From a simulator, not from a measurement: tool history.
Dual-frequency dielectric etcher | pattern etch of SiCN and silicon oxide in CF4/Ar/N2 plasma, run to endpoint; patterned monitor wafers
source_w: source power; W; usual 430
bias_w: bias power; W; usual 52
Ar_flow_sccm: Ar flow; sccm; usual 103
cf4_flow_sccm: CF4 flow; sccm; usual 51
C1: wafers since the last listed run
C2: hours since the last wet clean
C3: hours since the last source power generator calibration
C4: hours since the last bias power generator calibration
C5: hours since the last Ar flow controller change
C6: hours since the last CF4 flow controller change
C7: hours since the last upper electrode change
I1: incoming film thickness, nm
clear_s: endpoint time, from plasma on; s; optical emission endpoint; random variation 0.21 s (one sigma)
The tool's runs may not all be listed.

{"run": 1, "hour": 0.0, "source_w": 400, "bias_w": 52, "Ar_flow_sccm": 83, "cf4_flow_sccm": 47, "C1": 0, "C2": 427.5, "C3": 3417.3, "C4": 403, "C5": 772.6, "C6": 4688.7, "C7": 5544.2, "I1": 16.82, "clear_s": 26.5}
{"run": 2, "hour": 51.7, "source_w": 340, "bias_w": 56, "Ar_flow_sccm": 114, "cf4_flow_sccm": 42, "C1": 1073, "C2": 479.2, "C3": 3469, "C4": 454.7, "C5": 824.3, "C6": 4740.4, "C7": 5595.9, "I1": 16.75, "clear_s": 32.1}
{"hour": 112.2, "done": "upper electrode replaced"}
{"run": 3, "hour": 142.8, "source_w": 490, "bias_w": 43, "Ar_flow_sccm": 103, "cf4_flow_sccm": 51, "C1": 1392, "C2": 570.3, "C3": 3560.1, "C4": 545.8, "C5": 915.4, "C6": 4831.5, "C7": 30.6, "I1": 16.97, "clear_s": 25.7}
{"hour": 161.7, "done": "source power generator calibrated"}
{"hour": 216.5, "done": "wet clean of the chamber"}
{"run": 4, "hour": 217.0, "source_w": 430, "bias_w": 52, "Ar_flow_sccm": 103, "cf4_flow_sccm": 51, "C1": 958, "C2": 0.5, "C3": 55.3, "C4": 620, "C5": 989.6, "C6": 4905.7, "C7": 104.8, "I1": 16.8, "clear_s": 25.2}
{"run": 5, "hour": 253.5, "source_w": 430, "bias_w": 52, "Ar_flow_sccm": 103, "cf4_flow_sccm": 51, "C1": 757, "C2": 37, "C3": 91.8, "C4": 656.5, "C5": 1026.1, "C6": 4942.2, "C7": 141.3, "I1": 16.87, "clear_s": 25}
{"run": 6, "hour": 358.8, "source_w": 430, "bias_w": 52, "Ar_flow_sccm": 103, "cf4_flow_sccm": 51, "C1": 2185, "C2": 142.3, "C3": 197.1, "C4": 761.8, "C5": 1131.4, "C6": 5047.5, "C7": 246.6, "I1": 16.79, "clear_s": 25.1}
{"run": 7, "hour": 460.1, "source_w": 430, "bias_w": 52, "Ar_flow_sccm": 91, "cf4_flow_sccm": 42, "C1": 2102, "C2": 243.6, "C3": 298.4, "C4": 863.1, "C5": 1232.7, "C6": 5148.8, "C7": 347.9, "I1": 16.92, "clear_s": 26}
{"run": 8, "hour": 503.8, "source_w": 380, "bias_w": 57, "Ar_flow_sccm": 103, "cf4_flow_sccm": 51, "C1": 907, "C2": 287.3, "C3": 342.1, "C4": 906.8, "C5": 1276.4, "C6": 5192.5, "C7": 391.6, "I1": 16.9, "clear_s": 27.2}
{"hour": 553.7, "done": "Ar flow controller replaced"}
{"run": 9, "hour": 572.3, "source_w": 430, "bias_w": 52, "Ar_flow_sccm": 103, "cf4_flow_sccm": 51, "C1": 1297, "C2": 355.8, "C3": 410.6, "C4": 975.3, "C5": 18.6, "C6": 5261, "C7": 460.1, "I1": 17, "clear_s": 25.8}
{"run": 10, "hour": 663.7, "source_w": 400, "bias_w": 44, "Ar_flow_sccm": 103, "cf4_flow_sccm": 51, "C1": 1897, "C2": 447.2, "C3": 502, "C4": 1066.7, "C5": 110, "C6": 5352.4, "C7": 551.5, "I1": 16.91, "clear_s": 28.8}
{"run": 11, "hour": 731.6, "source_w": 380, "bias_w": 52, "Ar_flow_sccm": 115, "cf4_flow_sccm": 43, "C1": 1409, "C2": 515.1, "C3": 569.9, "C4": 1134.6, "C5": 177.9, "C6": 5420.3, "C7": 619.4, "I1": 16.88, "clear_s": 30.6}
{"run": 12, "hour": 781.3, "source_w": 500, "bias_w": 58, "Ar_flow_sccm": 103, "cf4_flow_sccm": 51, "C1": 1031, "C2": 564.8, "C3": 619.6, "C4": 1184.3, "C5": 227.6, "C6": 5470, "C7": 669.1, "I1": 16.88, "clear_s": 22.9}
{"run": 13, "hour": 831.2, "source_w": 510, "bias_w": 59, "Ar_flow_sccm": 122, "cf4_flow_sccm": 40, "C1": 1035, "C2": 614.7, "C3": 669.5, "C4": 1234.2, "C5": 277.5, "C6": 5519.9, "C7": 719, "I1": 16.77, "clear_s": 24.5}
{"hour": 855.0, "done": "CF4 flow controller replaced"}
{"run": 14, "hour": 897.1, "source_w": 430, "bias_w": 52, "Ar_flow_sccm": 79, "cf4_flow_sccm": 61, "C1": 1243, "C2": 680.6, "C3": 735.4, "C4": 1300.1, "C5": 343.4, "C6": 42.1, "C7": 784.9, "I1": 16.92, "clear_s": 24.1}
{"run": 15, "hour": 1001.1, "source_w": 470, "bias_w": 42, "Ar_flow_sccm": 116, "cf4_flow_sccm": 51, "C1": 2158, "C2": 784.6, "C3": 839.4, "C4": 1404.1, "C5": 447.4, "C6": 146.1, "C7": 888.9, "I1": 16.83, "clear_s": 27}
{"hour": 1033.5, "done": "wet clean of the chamber"}
{"run": 16, "hour": 1050.3, "source_w": 430, "bias_w": 52, "Ar_flow_sccm": 103, "cf4_flow_sccm": 51, "C1": 523, "C2": 16.8, "C3": 888.6, "C4": 1453.3, "C5": 496.6, "C6": 195.3, "C7": 938.1, "I1": 16.96, "clear_s": 25.2}
{"run": 17, "hour": 1129.4, "source_w": 370, "bias_w": 48, "Ar_flow_sccm": 123, "cf4_flow_sccm": 39, "C1": 1641, "C2": 95.9, "C3": 967.7, "C4": 1532.4, "C5": 575.7, "C6": 274.4, "C7": 1017.2, "I1": 16.95, "clear_s": 31.6}
{"run": 18, "hour": 1222.0, "source_w": 350, "bias_w": 52, "Ar_flow_sccm": 110, "cf4_flow_sccm": 63, "C1": 1922, "C2": 188.5, "C3": 1060.3, "C4": 1625, "C5": 668.3, "C6": 367, "C7": 1109.8, "I1": 17.02, "clear_s": 28.9}
{"run": 19, "hour": 1264.8, "source_w": 430, "bias_w": 44, "Ar_flow_sccm": 90, "cf4_flow_sccm": 60, "C1": 888, "C2": 231.3, "C3": 1103.1, "C4": 1667.8, "C5": 711.1, "C6": 409.8, "C7": 1152.6, "I1": 16.96, "clear_s": 25.1}
{"run": 20, "hour": 1365.7, "source_w": 430, "bias_w": 59, "Ar_flow_sccm": 93, "cf4_flow_sccm": 51, "C1": 2094, "C2": 332.2, "C3": 1204, "C4": 1768.7, "C5": 812, "C6": 510.7, "C7": 1253.5, "I1": 16.87, "clear_s": 23.7}
{"run": 21, "hour": 1439.0, "source_w": 490, "bias_w": 43, "Ar_flow_sccm": 121, "cf4_flow_sccm": 47, "C1": 1521, "C2": 405.5, "C3": 1277.3, "C4": 1842, "C5": 885.3, "C6": 584, "C7": 1326.8, "I1": 16.8, "clear_s": 26}
{"run": 22, "hour": 1533.8, "source_w": 330, "bias_w": 52, "Ar_flow_sccm": 103, "cf4_flow_sccm": 51, "C1": 1967, "C2": 500.3, "C3": 1372.1, "C4": 1936.8, "C5": 980.1, "C6": 678.8, "C7": 1421.6, "I1": 16.98, "clear_s": 31.7}
{"run": 23, "hour": 1619.2, "source_w": 430, "bias_w": 60, "Ar_flow_sccm": 103, "cf4_flow_sccm": 51, "C1": 1772, "C2": 585.7, "C3": 1457.5, "C4": 2022.2, "C5": 1065.5, "C6": 764.2, "C7": 1507, "I1": 16.87, "clear_s": 25.1}

Hidden state at the last listed run before each entry between runs and at the first one after, where it differs:
Between runs 2 and 3: upper electrode replaced (hour 112.2)
  etch rate over this chamber's usual, %: -3.17 -> -3.78
  measured less the result without the state, clear_s: +1 -> +1 s
Between runs 3 and 4: source power generator calibrated (hour 161.7); wet clean of the chamber (hour 216.5)
  etch rate over this chamber's usual, %: -3.78 -> -0.127
  measured less the result without the state, clear_s: +1 -> +0 s
Between runs 8 and 9: Ar flow controller replaced (hour 553.7)
  etch rate over this chamber's usual, %: -2.05 -> -2.51
  measured less the result without the state, clear_s: +0.6 -> +0.6 s
Between runs 13 and 14: CF4 flow controller replaced (hour 855)
  etch rate over this chamber's usual, %: -4.25 -> -4.7
  measured less the result without the state, clear_s: +1 -> +1.1 s
Between runs 15 and 16: wet clean of the chamber (hour 1033.5)
  etch rate over this chamber's usual, %: -5.39 -> 0.274
  measured less the result without the state, clear_s: +1.5 -> +0 s

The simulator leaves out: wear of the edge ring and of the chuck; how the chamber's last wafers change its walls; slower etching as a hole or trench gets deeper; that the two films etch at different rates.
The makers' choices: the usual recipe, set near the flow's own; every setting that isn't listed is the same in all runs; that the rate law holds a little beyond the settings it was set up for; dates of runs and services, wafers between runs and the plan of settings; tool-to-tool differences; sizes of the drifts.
